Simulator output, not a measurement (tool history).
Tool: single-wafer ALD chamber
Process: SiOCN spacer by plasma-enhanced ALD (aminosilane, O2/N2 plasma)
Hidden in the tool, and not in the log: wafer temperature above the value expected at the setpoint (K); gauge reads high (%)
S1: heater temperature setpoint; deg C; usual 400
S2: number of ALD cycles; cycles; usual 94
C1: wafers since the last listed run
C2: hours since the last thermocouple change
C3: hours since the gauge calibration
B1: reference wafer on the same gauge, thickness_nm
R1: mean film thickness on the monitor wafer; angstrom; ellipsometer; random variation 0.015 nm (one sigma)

run    hour   S1   S2   C1      C2      C3     B1     R1
  1     0.0  400   94    0  2102.0   587.5  5.359  60.43
  2    34.3  400   94  141  2136.3   621.8  5.355  60.36
  3    59.5  400  107  103  2161.5   647.0  5.357  68.55
  4    92.1  405   94  134  2194.1   679.6  5.363  59.61
  5   125.7  405   94  138  2227.7   713.2  5.360  59.46
  6   146.7  397   94   86  2248.7   734.2  5.363  60.25
  7   163.0  397   94   67  2265.0   750.5  5.359  60.40
  8   187.8  397   94  102  2289.8   775.3  5.359  60.31
  9   209.2  400  108   88  2311.2   796.7  5.359  69.41
 10   235.0  400  108  106  2337.0   822.5  5.363  69.38
 11   267.3  400   87  133  2369.3   854.8  5.361  55.65
 12   285.9  395   94   76  2387.9   873.4  5.360  60.08
 13   309.0  400  100   95  2411.0   896.5  5.358  63.98
 14   329.0  400  100   82  2431.0   916.5  5.358  63.83
 15   367.4  400   94  158  2469.4   954.9  5.362  60.50
 16   402.3  400   94  143  2504.3   989.8  5.362  60.10
 17   435.9  400   94  138  2537.9  1023.4  5.360  60.13
 18   468.3  400   94  133  2570.3  1055.8  5.361  60.12
 19   485.3  400   94   70  2587.3  1072.8  5.363  60.08
 20   514.4  400   94  120  2616.4  1101.9  5.359  60.22
 21   536.9  400   94   92  2638.9  1124.4  5.361  60.20
 22   558.4  406   94   88  2660.4  1145.9  5.360  59.24
 23   586.2  400   94  114  2688.2  1173.7  5.359  60.34
 24   615.1  395   83  119  2717.1  1202.6  5.361  53.44
 25   640.0  389  103  102  2742.0  1227.5  5.357  66.13
 26   662.3  400   94   91  2764.3  1249.8  5.361  60.12
 27   685.9  400  111   97  2787.9  1273.4  5.359  70.79
 28   708.7  411  111   94  2810.7  1296.2  5.357  69.19
 29   721.7  392   82   53  2823.7  1309.2  5.360  52.42
 30   747.7  393  101  107  2849.7  1335.2  5.360  64.63
      771.1  -- gauge calibrated
 31   777.6  387  103  123  2879.6     6.5  5.355  66.23
 32   805.1  400   94  113  2907.1    34.0  5.359  60.06
      820.8  -- thermocouple changed; heater temperature recalibrated
 33   825.2  393  107   49     4.4    54.1  5.357  68.67
 34   853.9  400  100  118    33.1    82.8  5.357  64.10
 35   873.2  400   94   79    52.4   102.1  5.356  59.94
 36   973.1  400   94  412   152.3   202.0  5.359  60.20
 37  1003.4  406  101  124   182.6   232.3  5.358  63.61
 38  1037.0  406   89  138   216.2   265.9  5.359  56.02
 39  1049.0  411  108   49   228.2   277.9  5.355  66.96
 40  1068.5  400   94   80   247.7   297.4  5.360  60.01
 41  1099.3  400   94  127   278.5   328.2  5.361  60.54
 42  1116.1  396  110   69   295.3   345.0  5.361  70.16
 43  1147.3  410   88  128   326.5   376.2  5.359  55.08
 44  1173.3  394   80  107   352.5   402.2  5.359  51.38
 45  1207.9  387   76  142   387.1   436.8  5.360  48.72
 46  1237.3  404   79  121   416.5   466.2  5.361  50.17

5 ways to go on from here, each from the tool as it stands after run 46. What would each give?
  A  1237.9  400   94   2  417.1  466.8   ?   ?
  B  1237.9  400   76   2  417.1  466.8   ?   ?
  C  1237.9  385   86   2  417.1  466.8   ?   ?
  D  1237.9  413   82   2  417.1  466.8   ?   ?
  E  1237.9  390  100   2  417.1  466.8   ?   ?

run     B1     R1
  A  5.359  60.32
  B  5.359  48.77
  C  5.359  55.19
  D  5.359  50.81
  E  5.359  64.17
Without the tool's hidden state the same runs would have given:
run     R1
  A  60.32
  B  48.77
  C  55.19
  D  50.81
  E  64.17
